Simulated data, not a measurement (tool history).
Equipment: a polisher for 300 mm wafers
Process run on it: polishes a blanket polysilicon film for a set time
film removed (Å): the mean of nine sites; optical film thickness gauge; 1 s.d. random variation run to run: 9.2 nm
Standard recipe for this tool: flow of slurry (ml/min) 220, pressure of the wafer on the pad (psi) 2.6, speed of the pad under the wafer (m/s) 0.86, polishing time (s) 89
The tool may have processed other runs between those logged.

| run | hour | flow of slurry (ml/min) | pressure of the wafer on the pad (psi) | speed of the pad under the wafer (m/s) | polishing time (s) | wafers since the last listed run | wafers polished on this pad | hours since the slurry nozzle was cleaned | hours since the head pressure was calibrated | incoming thickness of the incoming film, nm | film removed (Å) |
|---|---|---|---|---|---|---|---|---|---|---|---|
| 1 | 0 | 220 | 2.6 | 0.86 | 89 | 0 | 274 | 531.9 | 77.2 | 1681.4 | 6071 |
| 2 | 6.2 | 220 | 2.6 | 0.86 | 89 | 51 | 325 | 538.1 | 83.4 | 1710.3 | 6054 |
| 3 | 12.3 | 220 | 2.6 | 0.86 | 89 | 50 | 376 | 544.2 | 89.5 | 1697.8 | 5974 |
| 4 | 22.5 | 220 | 3 | 0.86 | 89 | 84 | 460 | 554.4 | 99.7 | 1661.8 | 6874 |
| 5 | 35 | 220 | 3 | 0.86 | 89 | 103 | 564 | 566.9 | 112.2 | 1693 | 6863 |
|  | 47.2 | worn pad replaced by a new one |
| 6 | 47.7 | 220 | 2.6 | 0.86 | 107 | 72 | 4 | 579.6 | 124.9 | 1664.5 | 7337 |
| 7 | 59.8 | 220 | 2.6 | 0.86 | 107 | 100 | 104 | 591.7 | 137 | 1647.8 | 7298 |
| 8 | 70.5 | 220 | 2.6 | 0.86 | 107 | 88 | 193 | 602.4 | 147.7 | 1658.5 | 7410 |
| 9 | 80.6 | 220 | 2.6 | 0.86 | 89 | 83 | 277 | 612.5 | 157.8 | 1710.1 | 6226 |
| 10 | 87.6 | 220 | 2.6 | 0.86 | 89 | 57 | 335 | 619.5 | 164.8 | 1671.2 | 6193 |
| 11 | 102.1 | 220 | 2.6 | 0.86 | 89 | 120 | 455 | 634 | 179.3 | 1675.2 | 6378 |
| 12 | 112.3 | 220 | 2.6 | 0.86 | 89 | 84 | 539 | 644.2 | 189.5 | 1670 | 6136 |
| 13 | 128.6 | 220 | 2.6 | 0.86 | 89 | 135 | 674 | 660.5 | 205.8 | 1677.6 | 6276 |
| 14 | 141.1 | 220 | 2.6 | 0.86 | 89 | 103 | 778 | 673 | 218.3 | 1662.5 | 6130 |
|  | 150.2 | worn pad replaced by a new one |
| 15 | 150.7 | 220 | 2.6 | 0.86 | 89 | 46 | 3 | 682.6 | 227.9 | 1673.6 | 6137 |
| 16 | 163.1 | 220 | 2.6 | 0.86 | 89 | 102 | 106 | 695 | 240.3 | 1700.3 | 6379 |
| 17 | 178.3 | 220 | 2.6 | 0.86 | 89 | 125 | 232 | 710.2 | 255.5 | 1661.8 | 6158 |
| 18 | 185.6 | 220 | 2.6 | 0.86 | 89 | 60 | 292 | 717.5 | 262.8 | 1678.8 | 6265 |
| 19 | 193.2 | 245 | 1.9 | 0.7 | 115 | 62 | 355 | 725.1 | 270.4 | 1706.4 | 5420 |
|  | 218.1 | head pressure recalibrated |
|  | 240.4 | worn pad replaced by a new one |
| 20 | 240.9 | 220 | 2.9 | 0.64 | 58 | 345 | 4 | 772.8 | 22.8 | 1663.7 | 3235 |
| 21 | 247.1 | 220 | 3.3 | 0.86 | 109 | 51 | 55 | 779 | 29 | 1688.3 | 8588 |
| 22 | 253.7 | 275 | 2.2 | 0.62 | 97 | 54 | 110 | 785.6 | 35.6 | 1685 | 4504 |
| 23 | 270.6 | 220 | 2.6 | 0.86 | 89 | 139 | 250 | 802.5 | 52.5 | 1692.4 | 5826 |
| 24 | 279.1 | 180 | 2.2 | 0.86 | 89 | 70 | 320 | 811 | 61 | 1646.3 | 4764 |
| 25 | 289.3 | 170 | 2.1 | 1.04 | 67 | 84 | 405 | 821.2 | 71.2 | 1664.3 | 3957 |
| 26 | 299.8 | 220 | 2.6 | 0.86 | 89 | 86 | 492 | 831.7 | 81.7 | 1657 | 5949 |
| 27 | 313.9 | 220 | 2.6 | 0.76 | 89 | 116 | 608 | 845.8 | 95.8 | 1665 | 5336 |
|  | 324.4 | worn pad replaced by a new one |
| 28 | 324.9 | 220 | 3.4 | 1.1 | 89 | 57 | 4 | 856.8 | 106.8 | 1670 | 9061 |
|  | 327.7 | slurry nozzle cleaned |
| 29 | 336.7 | 290 | 2.2 | 1.14 | 69 | 89 | 93 | 9 | 118.6 | 1695.8 | 5600 |
| 30 | 344 | 270 | 2.6 | 0.86 | 103 | 60 | 154 | 16.3 | 125.9 | 1684.3 | 7720 |
| 31 | 355.3 | 220 | 2.6 | 0.86 | 89 | 93 | 247 | 27.6 | 137.2 | 1690.9 | 6697 |
| 32 | 371 | 220 | 2.6 | 0.86 | 89 | 130 | 377 | 43.3 | 152.9 | 1682.8 | 6617 |
| 33 | 388.8 | 200 | 2.4 | 1 | 103 | 147 | 525 | 61.1 | 170.7 | 1680.5 | 7839 |
| 34 | 395.1 | 220 | 2.2 | 0.86 | 89 | 52 | 577 | 67.4 | 177 | 1643.9 | 5624 |
| 35 | 401.7 | 220 | 2.6 | 0.86 | 89 | 54 | 632 | 74 | 183.6 | 1693.7 | 6417 |
|  | 418.9 | worn pad replaced by a new one |
| 36 | 419.4 | 265 | 2.6 | 0.74 | 115 | 113 | 3 | 91.7 | 201.3 | 1697.4 | 7895 |
| 37 | 425.9 | 220 | 2.6 | 0.86 | 77 | 53 | 57 | 98.2 | 207.8 | 1642.7 | 5702 |
| 38 | 443 | 275 | 3.4 | 0.7 | 105 | 141 | 199 | 115.3 | 224.9 | 1690.6 | 8616 |

Predict each of these 3 candidate next runs independently; none follows another, all start after run 38:
| A | 443.5 | 220 | 2.6 | 0.86 | 89 | 4 | 203 | 115.8 | 225.4 | 1657.5 | ? |
| B | 443.5 | 200 | 2.6 | 0.86 | 89 | 4 | 203 | 115.8 | 225.4 | 1657.5 | ? |
| C | 443.5 | 220 | 2 | 0.86 | 89 | 4 | 203 | 115.8 | 225.4 | 1657.5 | ? |

| run | film removed (Å) |
|---|---|
| A | 6709 |
| B | 6603 |
| C | 5346 |
What these runs would have given with no unlogged condition in the tool:
| run | film removed (Å) |
|---|---|
| A | 6369 |
| B | 6284 |
| C | 5075 |
